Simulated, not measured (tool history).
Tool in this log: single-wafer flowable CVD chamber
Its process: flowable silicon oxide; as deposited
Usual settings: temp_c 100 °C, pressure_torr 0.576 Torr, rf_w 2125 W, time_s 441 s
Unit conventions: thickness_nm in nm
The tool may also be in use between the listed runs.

run	hour	temp_c	pressure_torr	rf_w	time_s	wafers since the last listed run	hours since the last thermocouple change	hours since the last RF generator calibration	hours since the last manometer calibration	hours since the showerhead was replaced	hours since the gauge calibration	read-back reference wafer on the same gauge, thickness_nm	thickness_nm
1	0	100	0.576	2125	441	0	1882.1	1066.1	282.8	5339.9	578.2	188.003	172.565
2	88.7	100	0.576	2125	441	260	1970.8	1154.8	371.5	5428.6	666.9	188.108	172.651
3	184.2	100	0.576	2125	441	280	2066.3	1250.3	467	5524.1	762.4	187.866	172.507
4	228.2	100	0.576	2125	441	129	2110.3	1294.3	511	5568.1	806.4	188.026	172.125
5	284.2	100	0.576	2125	441	164	2166.3	1350.3	567	5624.1	862.4	187.919	173.559
6	376.8	100	0.576	2125	441	271	2258.9	1442.9	659.6	5716.7	955	188	171.949
7	425.3	100	0.505	2125	441	142	2307.4	1491.4	708.1	5765.2	1003.5	188.011	151.495
8	513.9	100	0.576	2125	441	260	2396	1580	796.7	5853.8	1092.1	188.115	172.482
9	591.8	100	0.576	2125	441	228	2473.9	1657.9	874.6	5931.7	1170	188.012	172.332
10	680.8	100	0.576	2125	441	261	2562.9	1746.9	963.6	6020.7	1259	187.948	171.969
# hour 693.9: capacitance manometer re-zeroed and calibrated
# hour 923: thermocouple changed; heater temperature recalibrated
11	983.3	100	0.576	2125	441	841	60.3	2049.4	289.4	6323.2	1561.5	187.999	172.535
12	1050.7	100	0.576	2125	441	197	127.7	2116.8	356.8	6390.6	1628.9	188.054	171.599
# hour 1109.7: gauge calibrated
13	1128.5	90	0.713	2475	441	228	205.5	2194.6	434.6	6468.4	18.8	187.945	291.361
14	1186	90	0.631	2010	523	168	263	2252.1	492.1	6525.9	76.3	187.987	297.629
# hour 1232.1: showerhead replaced
15	1293.4	107	0.576	2125	441	291	370.4	2359.5	599.5	61.3	183.7	188.046	139.185
16	1367.8	100	0.505	2125	441	218	444.8	2433.9	673.9	135.7	258.1	188.019	150.664
17	1422.2	107	0.465	2125	441	159	499.2	2488.3	728.3	190.1	312.5	187.914	112.922
18	1598.6	107	0.437	2340	529	517	675.6	2664.7	904.7	366.5	488.9	187.96	129.491
19	1661.5	100	0.576	2405	498	184	738.5	2727.6	967.6	429.4	551.8	187.965	196.094
20	1734.6	100	0.576	2125	498	214	811.6	2800.7	1040.7	502.5	624.9	187.992	193.436
# hour 1742.7: RF generator calibrated
21	1826.6	112	0.576	2125	355	246	903.6	83.9	1132.7	594.5	716.9	188.085	98.092
# hour 1851.6: capacitance manometer re-zeroed and calibrated
22	1928.1	106	0.576	2125	441	274	1005.1	185.4	76.5	696	818.4	187.971	145.031
23	1971.3	100	0.576	1735	502	126	1048.3	228.6	119.7	739.2	861.6	188.096	192.341
24	2035.2	100	0.576	2505	409	187	1112.2	292.5	183.6	803.1	925.5	188.015	163.847
25	2130.5	100	0.576	2125	441	279	1207.5	387.8	278.9	898.4	1020.8	188.036	173.42
26	2222.4	106	0.576	2125	441	269	1299.4	479.7	370.8	990.3	1112.7	187.898	144.684
27	2294.3	100	0.617	2340	441	211	1371.3	551.6	442.7	1062.2	1184.6	187.911	188.167

Consider 5 possible next runs. They are alternatives, not a sequence: every one starts from the tool as it was left by run 27. What does each give?
A	2294.8	100	0.576	1990	441	1	1371.8	552.1	443.2	1062.7	1185.1	?	?
B	2294.8	105	0.576	2125	441	1	1371.8	552.1	443.2	1062.7	1185.1	?	?
C	2294.8	112	0.576	2125	467	1	1371.8	552.1	443.2	1062.7	1185.1	?	?
D	2294.8	88	0.613	2125	358	1	1371.8	552.1	443.2	1062.7	1185.1	?	?
E	2294.8	100	0.655	2305	441	1	1371.8	552.1	443.2	1062.7	1185.1	?	?

run	read-back reference wafer on the same gauge, thickness_nm	thickness_nm
A	187.949	172.068
B	187.949	149.534
C	187.949	129.373
D	187.949	212.41
E	187.949	199.526
Take away the tool's hidden state, keep each run's random variation, and the runs would have read:
run	thickness_nm
A	172.324
B	149.757
C	129.565
D	212.725
E	199.755

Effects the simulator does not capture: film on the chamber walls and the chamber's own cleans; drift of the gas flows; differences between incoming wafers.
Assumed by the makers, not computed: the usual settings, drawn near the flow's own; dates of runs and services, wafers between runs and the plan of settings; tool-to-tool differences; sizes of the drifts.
